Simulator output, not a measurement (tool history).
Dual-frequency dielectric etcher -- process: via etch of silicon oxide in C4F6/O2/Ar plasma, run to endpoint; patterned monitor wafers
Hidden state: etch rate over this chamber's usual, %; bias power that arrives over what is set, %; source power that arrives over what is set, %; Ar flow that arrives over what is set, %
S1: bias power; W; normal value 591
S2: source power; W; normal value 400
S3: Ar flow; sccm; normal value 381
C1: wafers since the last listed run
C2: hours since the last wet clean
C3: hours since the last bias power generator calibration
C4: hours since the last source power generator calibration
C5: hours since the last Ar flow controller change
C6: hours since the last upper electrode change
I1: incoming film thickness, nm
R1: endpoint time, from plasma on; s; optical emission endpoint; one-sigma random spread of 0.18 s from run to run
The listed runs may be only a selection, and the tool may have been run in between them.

| run | day | S1 | S2 | S3 | C1 | C2 | C3 | C4 | C5 | C6 | I1 | R1 |
|---|---|---|---|---|---|---|---|---|---|---|---|---|
| 1 | 0 | 591 | 400 | 381 | 0 | 95 | 3425.9 | 2804.7 | 2373.6 | 2967 | 140 | 28.9 |
| 2 | 2.125 | 697 | 400 | 310 | 456 | 146 | 3476.9 | 2855.7 | 2424.6 | 3018 | 141.8 | 26.5 |
| 3 | 4.892 | 697 | 400 | 310 | 594 | 212.4 | 3543.3 | 2922.1 | 2491 | 3084.4 | 142.1 | 26.4 |
| 4 | 7.112 | 697 | 400 | 310 | 477 | 265.7 | 3596.6 | 2975.4 | 2544.3 | 3137.7 | 141.3 | 26.2 |
| 5 | 10.354 | 591 | 400 | 381 | 697 | 343.5 | 3674.4 | 3053.2 | 2622.1 | 3215.5 | 140.5 | 28.2 |
| 6 | 14.396 | 591 | 400 | 381 | 869 | 440.5 | 3771.4 | 3150.2 | 2719.1 | 3312.5 | 140.2 | 27.5 |
|  | 16.104 | wet clean of the chamber |
| 7 | 16.125 | 516 | 400 | 381 | 156 | 0.5 | 3812.9 | 3191.7 | 2760.6 | 3354 | 140.7 | 30.4 |
| 8 | 19.792 | 591 | 480 | 381 | 788 | 88.5 | 3900.9 | 3279.7 | 2848.6 | 3442 | 141.6 | 27.6 |
| 9 | 21.421 | 591 | 480 | 381 | 350 | 127.6 | 3940 | 3318.8 | 2887.7 | 3481.1 | 140.5 | 27.2 |
| 10 | 25.112 | 591 | 480 | 381 | 793 | 216.2 | 4028.6 | 3407.4 | 2976.3 | 3569.7 | 140.1 | 27.2 |
| 11 | 29.296 | 591 | 400 | 381 | 899 | 316.6 | 4129 | 3507.8 | 3076.7 | 3670.1 | 140.1 | 28.7 |
| 12 | 30.983 | 591 | 400 | 381 | 362 | 357.1 | 4169.5 | 3548.3 | 3117.2 | 3710.6 | 142.2 | 28.6 |
| 13 | 33.671 | 591 | 400 | 381 | 577 | 421.6 | 4234 | 3612.8 | 3181.7 | 3775.1 | 140.8 | 27.9 |
| 14 | 36.512 | 591 | 400 | 381 | 611 | 489.8 | 4302.2 | 3681 | 3249.9 | 3843.3 | 140.5 | 27.8 |
|  | 39.117 | wet clean of the chamber |
|  | 40.371 | upper electrode replaced |
| 15 | 40.392 | 591 | 400 | 381 | 404 | 30.6 | 4395.3 | 3774.1 | 3343 | 0.5 | 140.6 | 29.1 |
| 16 | 51.858 | 591 | 360 | 416 | 2465 | 305.8 | 4670.5 | 4049.3 | 3618.2 | 275.7 | 141.5 | 29.4 |
| 17 | 56.204 | 702 | 360 | 336 | 934 | 410.1 | 4774.8 | 4153.6 | 3722.5 | 380 | 141.2 | 27.2 |
|  | 56.396 | source power generator calibrated |
|  | 59.192 | wet clean of the chamber |
| 18 | 59.212 | 591 | 400 | 381 | 395 | 0.5 | 4847 | 67.6 | 3794.7 | 452.2 | 142.5 | 29.7 |
| 19 | 60.95 | 668 | 490 | 343 | 373 | 42.2 | 4888.7 | 109.3 | 3836.4 | 493.9 | 142.1 | 26.7 |
| 20 | 64.554 | 537 | 400 | 407 | 774 | 128.7 | 4975.2 | 195.8 | 3922.9 | 580.4 | 140.8 | 30.1 |
|  | 67.946 | bias power generator calibrated |
| 21 | 69.05 | 591 | 400 | 381 | 930 | 236.6 | 26.5 | 303.7 | 4030.8 | 688.3 | 140.2 | 28.6 |
|  | 73.675 | Ar flow controller replaced |
| 22 | 73.696 | 695 | 400 | 425 | 945 | 348.1 | 138 | 415.2 | 0.5 | 799.8 | 140.8 | 27.7 |
| 23 | 76.533 | 738 | 340 | 381 | 610 | 416.2 | 206.1 | 483.3 | 68.6 | 867.9 | 140 | 27.4 |
| 24 | 80.975 | 591 | 400 | 381 | 955 | 522.8 | 312.7 | 589.9 | 175.2 | 974.5 | 141.3 | 27.8 |
|  | 82.096 | wet clean of the chamber |
| 25 | 85.012 | 591 | 300 | 446 | 653 | 70 | 409.6 | 686.8 | 272.1 | 1071.4 | 141.5 | 32.3 |
| 26 | 87.542 | 681 | 320 | 432 | 543 | 130.7 | 470.3 | 747.5 | 332.8 | 1132.1 | 141 | 30 |
| 27 | 90.45 | 634 | 330 | 289 | 625 | 200.5 | 540.1 | 817.3 | 402.6 | 1201.9 | 140.6 | 28.2 |
| 28 | 94.288 | 450 | 490 | 465 | 825 | 292.6 | 632.2 | 909.4 | 494.7 | 1294 | 141.6 | 29.7 |
| 29 | 96.2 | 533 | 330 | 305 | 411 | 338.5 | 678.1 | 955.3 | 540.6 | 1339.9 | 139.8 | 29.6 |
| 30 | 97.75 | 737 | 430 | 342 | 333 | 375.7 | 715.3 | 992.5 | 577.8 | 1377.1 | 139.6 | 25.3 |

For each run, what was the tool's unlogged condition?
bias power that arrives over what is set, %: 0 across all the runs
source power that arrives over what is set, %: 0 across all the runs
Ar flow that arrives over what is set, %: 0 across all the runs
H1: etch rate over this chamber's usual, %
| run | H1 |
|---|---|
| 1 | 1.47 |
| 2 | 1.99 |
| 3 | 2.66 |
| 4 | 3.2 |
| 5 | 3.99 |
| 6 | 4.98 |
| 7 | -0.228 |
| 8 | 0.665 |
| 9 | 1.06 |
| 10 | 1.96 |
| 11 | 2.98 |
| 12 | 3.39 |
| 13 | 4.05 |
| 14 | 4.74 |
| 15 | 0.917 |
| 16 | 3.71 |
| 17 | 4.77 |
| 18 | -0.114 |
| 19 | 0.309 |
| 20 | 1.19 |
| 21 | 2.28 |
| 22 | 3.42 |
| 23 | 4.11 |
| 24 | 5.19 |
| 25 | 0.733 |
| 26 | 1.35 |
| 27 | 2.06 |
| 28 | 2.99 |
| 29 | 3.46 |
| 30 | 3.84 |

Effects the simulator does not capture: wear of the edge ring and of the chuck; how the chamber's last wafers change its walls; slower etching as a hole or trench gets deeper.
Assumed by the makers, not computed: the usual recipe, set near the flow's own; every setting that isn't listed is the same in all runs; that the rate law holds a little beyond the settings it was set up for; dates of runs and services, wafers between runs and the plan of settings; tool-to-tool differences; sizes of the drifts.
